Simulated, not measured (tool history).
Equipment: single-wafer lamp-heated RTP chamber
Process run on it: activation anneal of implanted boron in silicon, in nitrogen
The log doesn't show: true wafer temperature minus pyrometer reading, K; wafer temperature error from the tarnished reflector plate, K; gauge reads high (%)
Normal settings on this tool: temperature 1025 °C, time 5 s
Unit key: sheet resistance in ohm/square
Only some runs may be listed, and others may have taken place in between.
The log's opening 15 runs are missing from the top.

run     day  temperature  time  wafers since the last listed run  wafers since the last pyrometer calibration  wafers since the reflector plate was cleaned  hours since the gauge calibration  read-back reference wafer on the same gauge, sheet resistance  sheet resistance
 16   8.283         1025     5                               164                                         1936                                          4814                              377.3                                                         207.95            248.71
 17   8.854         1025     5                               216                                         2153                                          5030                              391.0                                                         208.12            249.67
 18   9.279         1025     5                               161                                         2314                                          5191                              401.2                                                         207.95            247.46
      9.679  -- pyrometer window cleaned and pyrometer calibrated
 19   9.750         1025     5                                52                                           26                                          5244                              412.5                                                         207.99            247.36
 20  10.067         1025     5                               120                                          146                                          5364                              420.1                                                         208.16            247.10
 21  10.408         1013     8                               129                                          276                                          5493                              428.3                                                         208.08            250.56
 22  10.975         1043     8                               214                                          491                                          5708                              441.9                                                         207.99            243.34
 23  11.562         1052     5                               222                                          714                                          5931                              456.0                                                         207.89            245.34
 24  12.154         1011     7                               224                                          938                                          6155                              470.2                                                         208.04            253.15
 25  12.667         1025     5                               194                                         1133                                          6350                              482.5                                                         208.09            250.24
 26  13.038         1041     7                               140                                         1273                                          6490                              491.4                                                         207.78            245.65
     13.392  -- gauge calibrated
 27  13.542         1049     3                               191                                         1464                                          6682                                3.6                                                         207.91            243.39
     14.183  -- reflector plate cleaned
 28  14.204         1025     5                               124                                         1589                                             8                               19.5                                                         207.99            248.47
     14.708  -- pyrometer window cleaned and pyrometer calibrated
 29  14.729          999     8                                72                                            8                                            80                               32.1                                                         207.82            256.02
 30  15.208         1048     7                               181                                          190                                           262                               43.6                                                         207.95            242.24
 31  15.529         1025     5                               121                                          311                                           384                               51.3                                                         207.92            250.18
 32  16.188         1025     5                               249                                          561                                           633                               67.1                                                         207.69            247.97
 33  18.142         1012     3                               741                                         1302                                          1375                              114.0                                                         208.25            254.17
 34  18.417          999     3                               104                                         1407                                          1479                              120.6                                                         208.32            259.71
 35  18.717          996     3                               113                                         1520                                          1593                              127.8                                                         207.47            264.69
 36  19.400         1011     7                               259                                         1780                                          1852                              144.2                                                         207.79            249.69
     19.908  -- pyrometer window cleaned and pyrometer calibrated
 37  19.929         1039     6                                74                                            7                                          1926                              156.9                                                         207.83            247.39

Predict each of these 4 candidate next runs independently; none follows another, all start after run 37:
  A  19.946         1003     5                                 6                                           13                                          1933                              157.3                                                              ?                 ?
  B  19.946         1051     3                                 6                                           13                                          1933                              157.3                                                              ?                 ?
  C  19.946         1049     5                                 6                                           13                                          1933                              157.3                                                              ?                 ?
  D  19.946         1014     5                                 6                                           13                                          1933                              157.3                                                              ?                 ?

run  read-back reference wafer on the same gauge, sheet resistance  sheet resistance
  A                                                         208.09            255.63
  B                                                         208.09            245.12
  C                                                         208.09            244.48
  D                                                         208.09            250.69
Had the tool no hidden state, the same runs would have come out as:
run  sheet resistance
  A            255.63
  B            245.12
  C            244.48
  D            250.69

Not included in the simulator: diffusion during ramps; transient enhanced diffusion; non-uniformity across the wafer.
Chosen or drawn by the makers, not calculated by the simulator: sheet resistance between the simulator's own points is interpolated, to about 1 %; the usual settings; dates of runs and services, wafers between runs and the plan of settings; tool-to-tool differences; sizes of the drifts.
